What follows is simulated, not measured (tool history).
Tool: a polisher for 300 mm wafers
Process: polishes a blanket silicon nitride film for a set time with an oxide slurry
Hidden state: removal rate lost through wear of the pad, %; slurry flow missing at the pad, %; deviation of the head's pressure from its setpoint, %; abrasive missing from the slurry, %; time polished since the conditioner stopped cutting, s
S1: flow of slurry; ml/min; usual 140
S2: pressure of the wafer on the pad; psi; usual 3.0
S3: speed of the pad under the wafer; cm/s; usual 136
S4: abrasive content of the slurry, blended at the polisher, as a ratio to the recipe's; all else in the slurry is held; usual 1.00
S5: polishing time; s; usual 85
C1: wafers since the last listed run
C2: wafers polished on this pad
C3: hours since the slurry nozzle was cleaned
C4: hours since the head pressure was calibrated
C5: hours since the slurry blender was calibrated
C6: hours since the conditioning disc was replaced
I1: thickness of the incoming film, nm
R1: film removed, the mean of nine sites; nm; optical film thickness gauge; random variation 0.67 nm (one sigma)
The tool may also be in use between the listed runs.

run 1 day=0.000 | S1=140 S2=3.0 S3=136 S4=1.00 S5=85 | C1=0 C2=143 C3=489.7 C4=560.9 C5=70.7 C6=29.9 | I1=267.8 | R1=51.7
run 2 day=0.762 | S1=140 S2=3.0 S3=136 S4=1.00 S5=85 | C1=166 C2=310 C3=508.0 C4=579.2 C5=89.0 C6=48.2 | I1=273.5 | R1=50.6
run 3 day=2.067 | S1=140 S2=3.0 S3=136 S4=1.00 S5=97 | C1=285 C2=595 C3=539.3 C4=610.5 C5=120.3 C6=79.5 | I1=267.7 | R1=58.6
run 4 day=2.833 | S1=140 S2=3.0 S3=136 S4=1.00 S5=97 | C1=167 C2=763 C3=557.7 C4=628.9 C5=138.7 C6=97.9 | I1=267.3 | R1=58.7
-- day=3.204 head pressure recalibrated
run 5 day=3.529 | S1=140 S2=3.0 S3=98 S4=1.00 S5=85 | C1=134 C2=897 C3=574.4 C4=7.8 C5=155.4 C6=114.6 | I1=270.9 | R1=40.5
run 6 day=4.042 | S1=140 S2=3.0 S3=98 S4=1.00 S5=85 | C1=112 C2=1009 C3=586.7 C4=20.1 C5=167.7 C6=126.9 | I1=266.2 | R1=40.1
-- day=4.558 slurry blender recalibrated
run 7 day=5.142 | S1=170 S2=3.0 S3=136 S4=0.90 S5=85 | C1=222 C2=1231 C3=613.1 C4=46.5 C5=14.0 C6=153.3 | I1=273.0 | R1=49.2
run 8 day=5.862 | S1=105 S2=3.3 S3=162 S4=1.00 S5=67 | C1=157 C2=1389 C3=630.4 C4=63.8 C5=31.3 C6=170.6 | I1=264.9 | R1=43.2
-- day=6.512 conditioning disc replaced and pad reconditioned
run 9 day=6.679 | S1=140 S2=2.2 S3=136 S4=0.85 S5=85 | C1=160 C2=1549 C3=650.0 C4=83.4 C5=50.9 C6=4.0 | I1=274.6 | R1=36.9
-- day=6.938 worn pad replaced by a new one
run 10 day=8.325 | S1=140 S2=3.0 S3=136 S4=1.25 S5=59 | C1=323 C2=303 C3=689.5 C4=122.9 C5=90.4 C6=43.5 | I1=264.8 | R1=37.7
run 11 day=9.817 | S1=140 S2=3.9 S3=136 S4=0.85 S5=85 | C1=326 C2=630 C3=725.3 C4=158.7 C5=126.2 C6=79.3 | I1=272.2 | R1=63.1
run 12 day=10.642 | S1=140 S2=2.1 S3=136 S4=1.00 S5=85 | C1=180 C2=810 C3=745.1 C4=178.5 C5=146.0 C6=99.1 | I1=269.1 | R1=35.7
run 13 day=11.771 | S1=140 S2=3.0 S3=136 S4=1.00 S5=85 | C1=247 C2=1057 C3=772.2 C4=205.6 C5=173.1 C6=126.2 | I1=272.2 | R1=50.7
run 14 day=12.725 | S1=140 S2=2.3 S3=136 S4=1.00 S5=85 | C1=208 C2=1266 C3=795.1 C4=228.5 C5=196.0 C6=149.1 | I1=270.3 | R1=38.1
-- day=13.762 slurry blender recalibrated
run 15 day=13.783 | S1=140 S2=3.0 S3=136 S4=1.00 S5=85 | C1=213 C2=1479 C3=820.5 C4=253.9 C5=0.5 C6=174.5 | I1=269.5 | R1=47.2
-- day=14.817 conditioning disc replaced and pad reconditioned
run 16 day=14.871 | S1=115 S2=2.3 S3=136 S4=1.10 S5=85 | C1=219 C2=1699 C3=846.6 C4=280.0 C5=26.6 C6=1.3 | I1=269.5 | R1=39.1
-- day=15.154 slurry nozzle cleaned
-- day=15.292 worn pad replaced by a new one
run 17 day=16.208 | S1=140 S2=3.0 S3=136 S4=1.00 S5=85 | C1=253 C2=200 C3=25.3 C4=312.1 C5=58.7 C6=33.4 | I1=267.7 | R1=52.7
run 18 day=17.354 | S1=140 S2=3.4 S3=158 S4=1.10 S5=66 | C1=250 C2=451 C3=52.8 C4=339.6 C5=86.2 C6=60.9 | I1=273.1 | R1=49.8

The next listed run, before its measurement:
run 19 day=20.633 | S1=140 S2=3.0 S3=136 S4=1.00 S5=102 | C1=717 C2=1168 C3=131.5 C4=418.3 C5=164.9 C6=139.6 | I1=267.0 | R1=?

{"run 19": {"R1": 59.2}}
Without the tool's hidden state the same run would have given R1 63.6 nm.
